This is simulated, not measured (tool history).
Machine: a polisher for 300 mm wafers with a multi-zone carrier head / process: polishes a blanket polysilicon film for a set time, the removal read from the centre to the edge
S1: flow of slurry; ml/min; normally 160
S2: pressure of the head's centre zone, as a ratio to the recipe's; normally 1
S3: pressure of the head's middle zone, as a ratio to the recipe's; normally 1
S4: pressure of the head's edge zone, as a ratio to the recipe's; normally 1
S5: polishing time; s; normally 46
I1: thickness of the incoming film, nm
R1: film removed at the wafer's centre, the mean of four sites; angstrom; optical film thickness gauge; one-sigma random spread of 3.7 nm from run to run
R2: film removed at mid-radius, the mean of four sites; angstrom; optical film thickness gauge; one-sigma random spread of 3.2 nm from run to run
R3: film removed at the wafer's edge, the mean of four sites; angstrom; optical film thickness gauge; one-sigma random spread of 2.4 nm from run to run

run 1 day=0 | S1=160 S2=1 S3=1.04 S4=1 S5=33 | I1=1631.1 | R1=2318 R2=2476 R3=2335
run 2 day=0.746 | S1=160 S2=1 S3=1 S4=1 S5=52 | I1=1617.5 | R1=3601 R2=3717 R3=3596
-- day=1.525 worn pad replaced by a new one
run 3 day=1.546 | S1=160 S2=0.95 S3=0.95 S4=1.09 S5=46 | I1=1629.5 | R1=3344 R2=3455 R3=3711
run 4 day=1.979 | S1=160 S2=1 S3=1 S4=1 S5=46 | I1=1664.8 | R1=3489 R2=3588 R3=3572
run 5 day=2.508 | S1=160 S2=1 S3=1 S4=0.95 S5=46 | I1=1651.8 | R1=3484 R2=3538 R3=3384
run 6 day=2.846 | S1=160 S2=1.11 S3=1.1 S4=0.9 S5=39 | I1=1605 | R1=3232 R2=3229 R3=2813
run 7 day=3.225 | S1=160 S2=1 S3=1.04 S4=1 S5=33 | I1=1655.9 | R1=2444 R2=2609 R3=2510
run 8 day=3.792 | S1=160 S2=1 S3=0.91 S4=1 S5=46 | I1=1653.6 | R1=3312 R2=3210 R3=3458
run 9 day=4.408 | S1=120 S2=1 S3=1.08 S4=1.07 S5=46 | I1=1634.4 | R1=3206 R2=3491 R3=3392
-- day=4.638 centre zone pressure recalibrated
run 10 day=6.35 | S1=160 S2=1 S3=1 S4=1 S5=46 | I1=1639.8 | R1=3211 R2=3297 R3=3293
run 11 day=6.775 | S1=160 S2=1 S3=1 S4=1 S5=46 | I1=1664.9 | R1=3260 R2=3355 R3=3270
run 12 day=7.25 | S1=160 S2=1 S3=1.09 S4=1 S5=46 | I1=1654.7 | R1=3190 R2=3488 R3=3231
-- day=7.546 worn pad replaced by a new one
-- day=7.733 slurry nozzle cleaned
run 13 day=7.754 | S1=160 S2=1 S3=1 S4=1 S5=46 | I1=1618.9 | R1=3529 R2=3597 R3=3531
-- day=8.275 carrier head's membrane replaced by a new one
run 14 day=8.296 | S1=200 S2=0.95 S3=1 S4=1 S5=46 | I1=1634.3 | R1=3469 R2=3671 R3=3565
run 15 day=8.704 | S1=160 S2=1 S3=1.07 S4=0.95 S5=55 | I1=1659 | R1=4117 R2=4413 R3=4060
run 16 day=9.762 | S1=205 S2=1.07 S3=1 S4=1.08 S5=54 | I1=1627 | R1=4416 R2=4228 R3=4274
run 17 day=10.075 | S1=215 S2=1 S3=1 S4=0.94 S5=46 | I1=1629.5 | R1=3452 R2=3615 R3=3451
run 18 day=10.721 | S1=160 S2=1 S3=1 S4=1 S5=46 | I1=1648.5 | R1=3260 R2=3391 R3=3380
run 19 day=11.067 | S1=130 S2=1.06 S3=1 S4=0.91 S5=46 | I1=1644.7 | R1=3366 R2=3295 R3=3135
-- day=13.429 worn pad replaced by a new one
run 20 day=13.45 | S1=125 S2=1 S3=1 S4=1.1 S5=46 | I1=1632 | R1=3381 R2=3376 R3=3569
run 21 day=13.962 | S1=110 S2=1 S3=1 S4=0.94 S5=31 | I1=1640.8 | R1=2177 R2=2199 R3=2181
run 22 day=14.633 | S1=180 S2=1.04 S3=0.9 S4=1 S5=31 | I1=1635.4 | R1=2424 R2=2227 R3=2372

For each run, the measured value with the value that run would have given without the tool's hidden condition subtracted. The run-to-run variation is shared by both, the gauge scatter possibly not:
The tool's hidden condition here consists of: removal rate lost through wear of the pad, %; slurry flow missing at the pad, %; deviation of the centre zone's pressure from its setpoint, %; deviation of the edge zone's pressure from its setpoint, %.
run=1 R1=-206 R2=-220 R3=-208
run=2 R1=-373 R2=-384 R3=-372
run=3 R1=-5 R2=-5 R3=-6
run=4 R1=-30 R2=-31 R3=-31
run=5 R1=-61 R2=-62 R3=-59
run=6 R1=-75 R2=-75 R3=-65
run=7 R1=-73 R2=-78 R3=-75
run=8 R1=-132 R2=-127 R3=-137
run=9 R1=-162 R2=-177 R3=-172
run=10 R1=-279 R2=-287 R3=-286
run=11 R1=-310 R2=-319 R3=-311
run=12 R1=-333 R2=-364 R3=-337
run=13 R1=-40 R2=-41 R3=-40
run=14 R1=-71 R2=-75 R3=-72
run=15 R1=-113 R2=-121 R3=-112
run=16 R1=-203 R2=-194 R3=-196
run=17 R1=-178 R2=-186 R3=-178
run=18 R1=-206 R2=-215 R3=-214
run=19 R1=-235 R2=-229 R3=-218
run=20 R1=-45 R2=-45 R3=-47
run=21 R1=-48 R2=-49 R3=-47
run=22 R1=-81 R2=-74 R3=-79

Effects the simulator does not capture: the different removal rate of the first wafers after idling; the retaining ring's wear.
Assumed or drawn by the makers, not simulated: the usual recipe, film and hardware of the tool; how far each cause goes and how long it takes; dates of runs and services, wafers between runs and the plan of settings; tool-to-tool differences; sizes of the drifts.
